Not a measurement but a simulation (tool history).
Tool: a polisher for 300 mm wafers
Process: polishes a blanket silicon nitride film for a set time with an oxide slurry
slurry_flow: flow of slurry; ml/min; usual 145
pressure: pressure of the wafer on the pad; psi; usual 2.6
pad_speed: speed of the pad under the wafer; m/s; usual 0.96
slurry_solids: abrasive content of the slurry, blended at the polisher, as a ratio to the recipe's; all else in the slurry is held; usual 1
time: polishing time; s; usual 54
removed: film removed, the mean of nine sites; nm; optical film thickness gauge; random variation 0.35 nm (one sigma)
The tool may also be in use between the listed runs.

run     day  slurry_flow  pressure  pad_speed  slurry_solids  time  wafers since the last listed run  wafers polished on this pad  hours since the slurry nozzle was cleaned  hours since the head pressure was calibrated  hours since the slurry blender was calibrated  hours since the conditioning disc was replaced  incoming thickness of the incoming film, nm  removed
  1       0          145       2.6       0.96              1    54                                 0                          645                                        104                                         565.7                                          139.2                                             1.2                                        376.8     26.8
  2   2.354          145       2.6        0.9              1    54                               726                         1372                                      160.5                                         622.2                                          195.7                                            57.7                                        374.5     25.9
      2.804  -- slurry blender recalibrated
      8.267  -- worn pad replaced by a new one
  3   9.279          145       2.6        0.9              1    54                              2060                          312                                      326.7                                         788.4                                          155.4                                           223.9                                        370.2     26.6
     11.271  -- conditioning disc replaced and pad reconditioned
       11.4  -- slurry blender recalibrated
  4  11.725          145       2.6       0.96              1    54                               703                         1016                                      385.4                                         847.1                                            7.8                                            10.9                                        375.6     27.2
  5  14.388          145       2.6       0.96              1    54                               821                         1838                                      449.3                                           911                                           71.7                                            74.8                                        375.1     28.2
  6  17.175          145       2.6       0.96              1    54                               860                         2698                                      516.2                                         977.9                                          138.6                                           141.7                                        367.4     27.8
     18.417  -- worn pad replaced by a new one
  7  19.962          145       2.6       0.96              1    54                               809                          476                                      583.1                                        1044.8                                          205.5                                           208.6                                        368.5     28.1
     20.996  -- conditioning disc replaced and pad reconditioned
     22.038  -- slurry blender recalibrated
  8  22.538          145       2.6       0.96              1    54                               743                         1220                                      644.9                                        1106.6                                             12                                              37                                        370.9       28
  9  24.754          145       2.6       0.96              1    54                               684                         1904                                      698.1                                        1159.8                                           65.2                                            90.2                                        370.5     27.1
     26.025  -- slurry nozzle cleaned
     26.379  -- head pressure recalibrated
 10  27.088          145       2.6       0.96              1    54                               681                         2586                                       25.5                                            17                                          121.2                                           146.2                                        374.1     25.7
     27.867  -- worn pad replaced by a new one
 11  28.325          185       2.6       1.24              1    54                               330                          140                                       55.2                                          46.7                                          150.9                                           175.9                                        367.2     32.3
 12  29.596          170       2.6       0.76              1    45                               392                          533                                       85.7                                          77.2                                          181.4                                           206.4                                        363.7     18.8
 13  30.892          120       2.2       0.96           1.25    54                               400                          933                                      116.8                                         108.3                                          212.5                                           237.5                                        371.5     24.8
     31.158  -- slurry blender recalibrated
     31.412  -- conditioning disc replaced and pad reconditioned
 14  33.021          145       2.6       0.96              1    54                               605                         1539                                      167.9                                         159.4                                           44.7                                            38.6                                        367.8     26.4
 15  35.129          115       2.6       0.96              1    54                               650                         2190                                      218.5                                           210                                           95.3                                            89.2                                        369.4     25.8
 16  37.792          145       2.6       0.96              1    43                               821                         3012                                      282.4                                         273.9                                          159.2                                           153.1                                        371.4     21.3
     38.371  -- worn pad replaced by a new one
 17  39.162          145       2.1       0.96              1    54                               371                          244                                      315.3                                         306.8                                          192.1                                             186                                          369     21.9
     41.062  -- conditioning disc replaced and pad reconditioned
     41.079  -- slurry blender recalibrated
 18  41.254          130       2.6       1.06           1.25    36                               615                          860                                      365.5                                           357                                            4.2                                             4.6                                        363.4     21.8
 19  42.867          145       2.6       0.96              1    54                               497                         1357                                      404.2                                         395.7                                           42.9                                            43.3                                        370.9     27.8
 20  44.862          145       3.2        0.7              1    54                               616                         1974                                      452.1                                         443.6                                           90.8                                            91.2                                        377.9     26.6
 21    47.3          145       2.1       0.96              1    60                               752                         2726                                      510.6                                         502.1                                          149.3                                           149.7                                        365.4     24.5

The same runs without the tool's hidden state, with the same run-to-run variation:
The hidden state here: removal rate lost through wear of the pad, %; slurry flow missing at the pad, %; deviation of the head's pressure from its setpoint, %; abrasive missing from the slurry, %; time polished since the conditioner stopped cutting, s.
run  removed
  1     25.1
  2     24.1
  3     24.6
  4     25.1
  5     25.9
  6     25.5
  7     25.7
  8     25.6
  9     24.8
 10     25.8
 11     32.1
 12     18.6
 13     24.4
 14     25.7
 15       25
 16     20.3
 17     20.9
 18     20.6
 19     26.2
 20       25
 21     22.8
